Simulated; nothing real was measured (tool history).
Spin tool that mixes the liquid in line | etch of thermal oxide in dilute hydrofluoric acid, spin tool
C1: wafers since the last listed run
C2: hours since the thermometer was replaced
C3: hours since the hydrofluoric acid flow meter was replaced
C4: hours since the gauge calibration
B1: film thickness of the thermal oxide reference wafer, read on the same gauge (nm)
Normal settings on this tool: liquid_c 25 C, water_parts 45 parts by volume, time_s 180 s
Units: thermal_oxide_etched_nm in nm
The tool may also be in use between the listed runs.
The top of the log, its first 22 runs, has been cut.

{"hour": 1567.5, "done": "thermometer replaced"}
{"run": 23, "hour": 1576.1, "liquid_c": 25, "water_parts": 25, "time_s": 230, "C1": 486, "C2": 8.6, "C3": 639.4, "C4": 3617.8, "B1": 50.01, "thermal_oxide_etched_nm": 49.44}
{"run": 24, "hour": 1642.7, "liquid_c": 25, "water_parts": 45, "time_s": 180, "C1": 551, "C2": 75.2, "C3": 706, "C4": 3684.4, "B1": 50.01, "thermal_oxide_etched_nm": 20.82}
{"run": 25, "hour": 1711.2, "liquid_c": 25, "water_parts": 45, "time_s": 180, "C1": 567, "C2": 143.7, "C3": 774.5, "C4": 3752.9, "B1": 49.98, "thermal_oxide_etched_nm": 20.88}
{"hour": 1806.4, "done": "gauge calibrated"}
{"run": 26, "hour": 1991.8, "liquid_c": 25, "water_parts": 50, "time_s": 180, "C1": 2323, "C2": 424.3, "C3": 1055.1, "C4": 185.4, "B1": 50.02, "thermal_oxide_etched_nm": 18.59}
{"run": 27, "hour": 2067.5, "liquid_c": 28, "water_parts": 65, "time_s": 265, "C1": 626, "C2": 500, "C3": 1130.8, "C4": 261.1, "B1": 50, "thermal_oxide_etched_nm": 23.16}
{"run": 28, "hour": 2158.1, "liquid_c": 25, "water_parts": 45, "time_s": 180, "C1": 750, "C2": 590.6, "C3": 1221.4, "C4": 351.7, "B1": 49.99, "thermal_oxide_etched_nm": 20.74}
{"run": 29, "hour": 2253.6, "liquid_c": 22, "water_parts": 55, "time_s": 180, "C1": 790, "C2": 686.1, "C3": 1316.9, "C4": 447.2, "B1": 49.99, "thermal_oxide_etched_nm": 14.8}
{"run": 30, "hour": 2304.1, "liquid_c": 25, "water_parts": 60, "time_s": 95, "C1": 418, "C2": 736.6, "C3": 1367.4, "C4": 497.7, "B1": 50, "thermal_oxide_etched_nm": 8.02}
{"run": 31, "hour": 2368.1, "liquid_c": 21.5, "water_parts": 50, "time_s": 180, "C1": 529, "C2": 800.6, "C3": 1431.4, "C4": 561.7, "B1": 49.99, "thermal_oxide_etched_nm": 15.89}
{"run": 32, "hour": 2415.7, "liquid_c": 28.5, "water_parts": 55, "time_s": 180, "C1": 394, "C2": 848.2, "C3": 1479, "C4": 609.3, "B1": 50.01, "thermal_oxide_etched_nm": 19.16}

The next listed run, before its measurement:
{"run": 33, "hour": 2473.5, "liquid_c": 25, "water_parts": 35, "time_s": 180, "C1": 478, "C2": 906, "C3": 1536.8, "C4": 667.1, "B1": "?", "thermal_oxide_etched_nm": "?"}

{"run 33": {"B1": 49.99, "thermal_oxide_etched_nm": 26.9}}
Without the tool's hidden state the same run would have given thermal_oxide_etched_nm 27.43 nm.

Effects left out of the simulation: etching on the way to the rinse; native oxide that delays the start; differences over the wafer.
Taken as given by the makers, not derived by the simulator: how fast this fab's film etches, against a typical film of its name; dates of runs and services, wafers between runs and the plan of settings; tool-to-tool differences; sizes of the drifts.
